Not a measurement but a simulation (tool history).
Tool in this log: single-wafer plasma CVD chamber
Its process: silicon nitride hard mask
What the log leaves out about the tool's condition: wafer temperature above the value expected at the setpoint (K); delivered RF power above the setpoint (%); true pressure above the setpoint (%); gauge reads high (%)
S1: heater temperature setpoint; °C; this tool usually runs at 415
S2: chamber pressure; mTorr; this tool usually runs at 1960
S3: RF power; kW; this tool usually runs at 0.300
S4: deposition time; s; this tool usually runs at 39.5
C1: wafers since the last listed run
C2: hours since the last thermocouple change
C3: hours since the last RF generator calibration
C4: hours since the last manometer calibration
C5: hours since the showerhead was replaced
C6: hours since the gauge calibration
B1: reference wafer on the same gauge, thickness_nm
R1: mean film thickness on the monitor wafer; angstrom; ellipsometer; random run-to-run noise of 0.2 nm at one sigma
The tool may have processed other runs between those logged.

run,day,S1,S2,S3,S4,C1,C2,C3,C4,C5,C6,B1,R1
1,0.000,415,2060,0.300,36.0,0,1654.6,1227.8,530.1,3715.2,212.2,42.686,424.83
2,3.225,412,1960,0.300,39.5,1570,1732.0,1305.2,607.5,3792.6,289.6,42.731,458.95
# day 3.817: gauge calibrated
3,6.871,412,1960,0.300,39.5,1775,1819.5,1392.7,695.0,3880.1,73.3,42.720,459.44
4,7.667,415,1960,0.300,39.5,387,1838.6,1411.8,714.1,3899.2,92.4,42.699,458.84
5,8.617,415,1960,0.300,39.5,462,1861.4,1434.6,736.9,3922.0,115.2,42.706,452.80
6,9.921,415,1960,0.300,39.5,635,1892.7,1465.9,768.2,3953.3,146.5,42.699,452.92
7,10.946,415,1960,0.300,39.5,499,1917.3,1490.5,792.8,3977.9,171.1,42.674,451.26
8,12.358,415,1960,0.300,39.5,687,1951.2,1524.4,826.7,4011.8,205.0,42.694,454.87
# day 13.004: showerhead replaced
9,13.025,411,1960,0.330,34.6,162,1967.2,1540.4,842.7,0.5,221.0,42.668,434.85
10,13.992,415,1960,0.300,39.5,470,1990.4,1563.6,865.9,23.7,244.2,42.708,451.69
11,14.550,415,2170,0.300,39.5,271,2003.8,1577.0,879.3,37.1,257.6,42.699,461.94
# day 15.008: thermocouple changed; heater temperature recalibrated
# day 15.917: RF generator calibrated
# day 16.229: capacitance manometer re-zeroed and calibrated
12,16.250,415,1960,0.315,39.5,352,29.8,8.0,0.5,77.9,298.4,42.651,506.02
13,16.842,421,2390,0.250,36.3,288,44.0,22.2,14.7,92.1,312.6,42.700,387.07
# day 18.462: gauge calibrated
14,21.329,415,2080,0.330,45.2,2185,151.7,129.9,122.4,199.8,68.8,42.663,613.79
15,22.179,405,2290,0.350,39.5,413,172.1,150.3,142.8,220.2,89.2,42.689,578.29
16,23.621,415,2350,0.300,39.5,702,206.7,184.9,177.4,254.8,123.8,42.674,503.07
17,24.529,415,1960,0.300,39.5,442,228.5,206.7,199.2,276.6,145.6,42.698,482.42

Take each entry between the runs: how does the hidden state at the last listed run before it differ from the hidden state at the first listed run after it?
Between runs 2 and 3: gauge calibrated (day 3.817)
  delivered RF power above the setpoint (%): -4.92 -> -5.52
  measured minus no-state result, R1: -23.11 -> -26.17 angstrom
Between runs 8 and 9: showerhead replaced (day 13.004)
  delivered RF power above the setpoint (%): -6.5 -> -6.63
  measured minus no-state result, R1: -30.95 -> -28.73 angstrom
Between runs 11 and 12: thermocouple changed; heater temperature recalibrated (day 15.008); RF generator calibrated (day 15.917); capacitance manometer re-zeroed and calibrated (day 16.229)
  delivered RF power above the setpoint (%): -6.92 -> -0.257
  measured minus no-state result, R1: -33.72 -> -1.21 angstrom
Between runs 13 and 14: gauge calibrated (day 18.462)
  delivered RF power above the setpoint (%): -0.258 -> -0.3
  measured minus no-state result, R1: -1.06 -> -1.65 angstrom
